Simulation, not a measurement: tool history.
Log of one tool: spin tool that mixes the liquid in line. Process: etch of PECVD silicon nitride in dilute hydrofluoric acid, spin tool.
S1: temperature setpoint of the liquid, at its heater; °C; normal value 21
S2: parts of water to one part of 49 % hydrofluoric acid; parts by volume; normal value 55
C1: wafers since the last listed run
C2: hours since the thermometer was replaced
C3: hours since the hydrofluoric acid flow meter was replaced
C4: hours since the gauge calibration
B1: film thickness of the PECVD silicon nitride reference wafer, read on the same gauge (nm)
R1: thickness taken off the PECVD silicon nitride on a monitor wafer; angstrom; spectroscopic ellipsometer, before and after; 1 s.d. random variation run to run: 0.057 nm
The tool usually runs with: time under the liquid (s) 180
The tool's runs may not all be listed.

Run 1, hour 0: usual settings; C1 0; C2 2081.7; C3 1352.6; C4 115; B1 50.49. Result: R1 85.5 angstrom.
Run 2, hour 17.3: usual settings; C1 183; C2 2099; C3 1369.9; C4 132.3; B1 50.52. Result: R1 85.1 angstrom.
Run 3, hour 47.8: usual settings; C1 323; C2 2129.5; C3 1400.4; C4 162.8; B1 50.63. Result: R1 85.4 angstrom.
Run 4, hour 61.2: usual settings; C1 142; C2 2142.9; C3 1413.8; C4 176.2; B1 50.68. Result: R1 85.5 angstrom.
Run 5, hour 126.2: usual settings; C1 689; C2 2207.9; C3 1478.8; C4 241.2; B1 50.82. Result: R1 85.8 angstrom.
Run 6, hour 150.6: usual settings; C1 258; C2 2232.3; C3 1503.2; C4 265.6; B1 50.91. Result: R1 86.2 angstrom.
Run 7, hour 171.4: usual settings; C1 220; C2 2253.1; C3 1524; C4 286.4; B1 50.92. Result: R1 86.8 angstrom.
Run 8, hour 189: usual settings; C1 186; C2 2270.7; C3 1541.6; C4 304; B1 50.92. Result: R1 86.3 angstrom.
Run 9, hour 223.6: usual settings; C1 367; C2 2305.3; C3 1576.2; C4 338.6; B1 51. Result: R1 86.3 angstrom.
At hour 251.2: thermometer replaced.
Run 10, hour 256.9: usual settings; C1 342; C2 5.7; C3 1609.5; C4 371.9; B1 51.05. Result: R1 85.3 angstrom.
Run 11, hour 281.8: usual settings but S1 23.5 °C; C1 264; C2 30.6; C3 1634.4; C4 396.8; B1 51.04. Result: R1 102.5 angstrom.
Run 12, hour 307.6: usual settings but time under the liquid (s) 245; C1 273; C2 56.4; C3 1660.2; C4 422.6; B1 51.08. Result: R1 118.1 angstrom.
At hour 313.4: hydrofluoric acid flow meter replaced.
Run 13, hour 355.9: usual settings but time under the liquid (s) 260; C1 502; C2 104.7; C3 42.5; C4 470.9; B1 51.14. Result: R1 124.9 angstrom.
Run 14, hour 385.5: usual settings but S2 75 parts by volume, time under the liquid (s) 235; C1 314; C2 134.3; C3 72.1; C4 500.5; B1 51.15. Result: R1 82.5 angstrom.
Run 15, hour 399.7: usual settings but S1 19 °C, S2 45 parts by volume, time under the liquid (s) 255; C1 150; C2 148.5; C3 86.3; C4 514.7; B1 51.18. Result: R1 128.7 angstrom.
Run 16, hour 411.9: usual settings but S1 17 °C, S2 40 parts by volume, time under the liquid (s) 150; C1 129; C2 160.7; C3 98.5; C4 526.9; B1 51.11. Result: R1 74.2 angstrom.
At hour 420.9: gauge calibrated.
Run 17, hour 446.8: usual settings but S1 19.5 °C, S2 80 parts by volume, time under the liquid (s) 210; C1 370; C2 195.6; C3 133.4; C4 25.9; B1 50.16. Result: R1 61.9 angstrom.
Run 18, hour 477.9: usual settings but S1 25 °C; C1 330; C2 226.7; C3 164.5; C4 57; B1 50.32. Result: R1 112 angstrom.
Run 19, hour 498.5: usual settings; C1 218; C2 247.3; C3 185.1; C4 77.6; B1 50.38. Result: R1 85.8 angstrom.
Run 20, hour 531.7: usual settings; C1 352; C2 280.5; C3 218.3; C4 110.8; B1 50.52. Result: R1 85.6 angstrom.
Run 21, hour 545.9: usual settings but S1 19 °C; C1 150; C2 294.7; C3 232.5; C4 125; B1 50.62. Result: R1 75.4 angstrom.

4 options for the next run, each taken on its own from the tool as it stands now. Forecast them:
Run A, hour 546.4: usual settings but time under the liquid (s) 270; C1 5; C2 295.2; C3 233; C4 125.5; B1 ?. Result: R1 ?.
Run B, hour 546.4: usual settings but S1 25 °C, S2 45 parts by volume, time under the liquid (s) 270; C1 5; C2 295.2; C3 233; C4 125.5; B1 ?. Result: R1 ?.
Run C, hour 546.4: usual settings but S1 26 °C; C1 5; C2 295.2; C3 233; C4 125.5; B1 ?. Result: R1 ?.
Run D, hour 546.4: usual settings but S1 17 °C, S2 75 parts by volume, time under the liquid (s) 260; C1 5; C2 295.2; C3 233; C4 125.5; B1 ?. Result: R1 ?.

run     B1     R1
  A  50.55    129
  B  50.55  205.9
  C  50.55  120.5
  D  50.55   69.5
Take away the tool's hidden state, keep each run's random variation, and the runs would have read:
run     R1
  A  127.5
  B  203.5
  C  119.1
  D   68.7

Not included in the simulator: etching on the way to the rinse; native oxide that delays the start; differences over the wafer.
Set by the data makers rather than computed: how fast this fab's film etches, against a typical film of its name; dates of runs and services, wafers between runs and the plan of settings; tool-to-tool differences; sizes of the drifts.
